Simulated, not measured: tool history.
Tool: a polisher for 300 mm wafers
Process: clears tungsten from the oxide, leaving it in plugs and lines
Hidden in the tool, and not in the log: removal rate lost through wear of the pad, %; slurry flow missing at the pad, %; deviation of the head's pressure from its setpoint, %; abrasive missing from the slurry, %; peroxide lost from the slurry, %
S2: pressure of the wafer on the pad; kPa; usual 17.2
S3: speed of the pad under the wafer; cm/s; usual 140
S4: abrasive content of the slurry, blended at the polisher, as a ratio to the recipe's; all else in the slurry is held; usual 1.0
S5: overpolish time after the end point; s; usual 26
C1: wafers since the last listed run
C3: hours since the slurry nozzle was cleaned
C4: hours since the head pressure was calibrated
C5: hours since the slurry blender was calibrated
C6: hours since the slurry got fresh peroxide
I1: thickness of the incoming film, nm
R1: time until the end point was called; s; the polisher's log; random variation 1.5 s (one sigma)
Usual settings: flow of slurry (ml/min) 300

{"run": 1, "day": 0.0, "flow of slurry (ml/min)": 300, "S2": 17.2, "S3": 140, "S4": 1.0, "S5": 26, "C1": 0, "wafers polished on this pad": 201, "C3": 407.7, "C4": 1183.7, "C5": 81.7, "C6": 53.7, "I1": 581.6, "R1": 142.2}
{"run": 2, "day": 0.554, "flow of slurry (ml/min)": 350, "S2": 17.2, "S3": 172, "S4": 1.0, "S5": 26, "C1": 64, "wafers polished on this pad": 265, "C3": 421.0, "C4": 1197.0, "C5": 95.0, "C6": 67.0, "I1": 590.5, "R1": 113.1}
{"run": 3, "day": 0.917, "flow of slurry (ml/min)": 350, "S2": 17.2, "S3": 172, "S4": 1.0, "S5": 26, "C1": 42, "wafers polished on this pad": 307, "C3": 429.7, "C4": 1205.7, "C5": 103.7, "C6": 75.7, "I1": 586.9, "R1": 115.8}
{"run": 4, "day": 1.438, "flow of slurry (ml/min)": 350, "S2": 17.2, "S3": 172, "S4": 1.0, "S5": 26, "C1": 60, "wafers polished on this pad": 367, "C3": 442.2, "C4": 1218.2, "C5": 116.2, "C6": 88.2, "I1": 589.0, "R1": 115.8}
{"run": 5, "day": 1.733, "flow of slurry (ml/min)": 300, "S2": 17.2, "S3": 140, "S4": 1.0, "S5": 26, "C1": 34, "wafers polished on this pad": 402, "C3": 449.3, "C4": 1225.3, "C5": 123.3, "C6": 95.3, "I1": 590.5, "R1": 144.8}
{"run": 6, "day": 2.083, "flow of slurry (ml/min)": 300, "S2": 17.2, "S3": 140, "S4": 1.0, "S5": 26, "C1": 40, "wafers polished on this pad": 442, "C3": 457.7, "C4": 1233.7, "C5": 131.7, "C6": 103.7, "I1": 594.6, "R1": 148.5}
{"run": 7, "day": 2.662, "flow of slurry (ml/min)": 300, "S2": 17.2, "S3": 140, "S4": 1.0, "S5": 26, "C1": 67, "wafers polished on this pad": 509, "C3": 471.6, "C4": 1247.6, "C5": 145.6, "C6": 117.6, "I1": 591.7, "R1": 151.7}
{"run": 8, "day": 3.292, "flow of slurry (ml/min)": 300, "S2": 17.2, "S3": 140, "S4": 1.0, "S5": 30, "C1": 72, "wafers polished on this pad": 582, "C3": 486.7, "C4": 1262.7, "C5": 160.7, "C6": 132.7, "I1": 582.3, "R1": 148.8}
{"day": 4.683, "done": "slurry blender recalibrated"}
{"run": 9, "day": 4.808, "flow of slurry (ml/min)": 300, "S2": 15.2, "S3": 140, "S4": 1.0, "S5": 26, "C1": 166, "wafers polished on this pad": 748, "C3": 523.1, "C4": 1299.1, "C5": 3.0, "C6": 169.1, "I1": 587.0, "R1": 163.1}
{"day": 5.158, "done": "slurry tank refilled with fresh slurry and peroxide"}
{"run": 10, "day": 5.2, "flow of slurry (ml/min)": 300, "S2": 17.2, "S3": 140, "S4": 1.0, "S5": 26, "C1": 40, "wafers polished on this pad": 789, "C3": 532.5, "C4": 1308.5, "C5": 12.4, "C6": 1.0, "I1": 595.1, "R1": 138.2}
{"run": 11, "day": 5.462, "flow of slurry (ml/min)": 300, "S2": 17.2, "S3": 140, "S4": 1.0, "S5": 26, "C1": 30, "wafers polished on this pad": 819, "C3": 538.8, "C4": 1314.8, "C5": 18.7, "C6": 7.3, "I1": 592.8, "R1": 139.2}
{"run": 12, "day": 6.0, "flow of slurry (ml/min)": 360, "S2": 20.7, "S3": 124, "S4": 1.0, "S5": 26, "C1": 62, "wafers polished on this pad": 882, "C3": 551.7, "C4": 1327.7, "C5": 31.6, "C6": 20.2, "I1": 577.6, "R1": 128.5}
{"run": 13, "day": 6.571, "flow of slurry (ml/min)": 300, "S2": 17.2, "S3": 140, "S4": 1.0, "S5": 26, "C1": 66, "wafers polished on this pad": 948, "C3": 565.4, "C4": 1341.4, "C5": 45.3, "C6": 33.9, "I1": 593.1, "R1": 141.7}
{"day": 6.871, "done": "slurry nozzle cleaned"}
{"run": 14, "day": 7.15, "flow of slurry (ml/min)": 240, "S2": 17.2, "S3": 140, "S4": 1.0, "S5": 26, "C1": 62, "wafers polished on this pad": 1010, "C3": 6.7, "C4": 1355.3, "C5": 59.2, "C6": 47.8, "I1": 595.2, "R1": 147.1}
{"run": 15, "day": 7.646, "flow of slurry (ml/min)": 300, "S2": 13.8, "S3": 140, "S4": 1.0, "S5": 12, "C1": 57, "wafers polished on this pad": 1068, "C3": 18.6, "C4": 1367.2, "C5": 71.1, "C6": 59.7, "I1": 587.0, "R1": 172.0}
{"day": 7.808, "done": "head pressure recalibrated"}
{"run": 16, "day": 8.154, "flow of slurry (ml/min)": 300, "S2": 17.2, "S3": 140, "S4": 1.0, "S5": 13, "C1": 49, "wafers polished on this pad": 1117, "C3": 30.8, "C4": 8.3, "C5": 83.3, "C6": 71.9, "I1": 581.6, "R1": 141.5}
{"run": 17, "day": 8.458, "flow of slurry (ml/min)": 260, "S2": 17.2, "S3": 140, "S4": 1.0, "S5": 26, "C1": 35, "wafers polished on this pad": 1152, "C3": 38.1, "C4": 15.6, "C5": 90.6, "C6": 79.2, "I1": 581.4, "R1": 144.3}
{"day": 8.712, "done": "worn pad replaced by a new one"}
{"run": 18, "day": 9.188, "flow of slurry (ml/min)": 300, "S2": 17.2, "S3": 124, "S4": 1.0, "S5": 19, "C1": 65, "wafers polished on this pad": 55, "C3": 55.6, "C4": 33.1, "C5": 108.1, "C6": 96.7, "I1": 598.5, "R1": 169.8}
{"run": 19, "day": 9.688, "flow of slurry (ml/min)": 405, "S2": 11.0, "S3": 126, "S4": 1.0, "S5": 31, "C1": 57, "wafers polished on this pad": 113, "C3": 67.6, "C4": 45.1, "C5": 120.1, "C6": 108.7, "I1": 591.4, "R1": 245.4}
{"run": 20, "day": 9.95, "flow of slurry (ml/min)": 250, "S2": 17.2, "S3": 140, "S4": 1.0, "S5": 21, "C1": 30, "wafers polished on this pad": 143, "C3": 73.9, "C4": 51.4, "C5": 126.4, "C6": 115.0, "I1": 592.0, "R1": 152.0}
{"run": 21, "day": 10.317, "flow of slurry (ml/min)": 300, "S2": 17.2, "S3": 140, "S4": 1.0, "S5": 26, "C1": 42, "wafers polished on this pad": 186, "C3": 82.7, "C4": 60.2, "C5": 135.2, "C6": 123.8, "I1": 592.4, "R1": 148.9}
{"run": 22, "day": 10.929, "flow of slurry (ml/min)": 300, "S2": 17.2, "S3": 140, "S4": 1.2, "S5": 26, "C1": 71, "wafers polished on this pad": 257, "C3": 97.4, "C4": 74.9, "C5": 149.9, "C6": 138.5, "I1": 588.6, "R1": 147.1}

Measured less the same run without the tool's hidden state. The same run-to-run variation is in both; the gauge's scatter may not be:
run=1 R1=+6.8
run=2 R1=+6.5
run=3 R1=+7.3
run=4 R1=+8.3
run=5 R1=+11.1
run=6 R1=+12.2
run=7 R1=+13.8
run=8 R1=+15.1
run=9 R1=+9.1
run=10 R1=+1.5
run=11 R1=+2.1
run=12 R1=+3.0
run=13 R1=+4.6
run=14 R1=+6.1
run=15 R1=+8.5
run=16 R1=+8.2
run=17 R1=+8.9
run=18 R1=+12.6
run=19 R1=+20.1
run=20 R1=+13.1
run=21 R1=+13.7
run=22 R1=+15.2
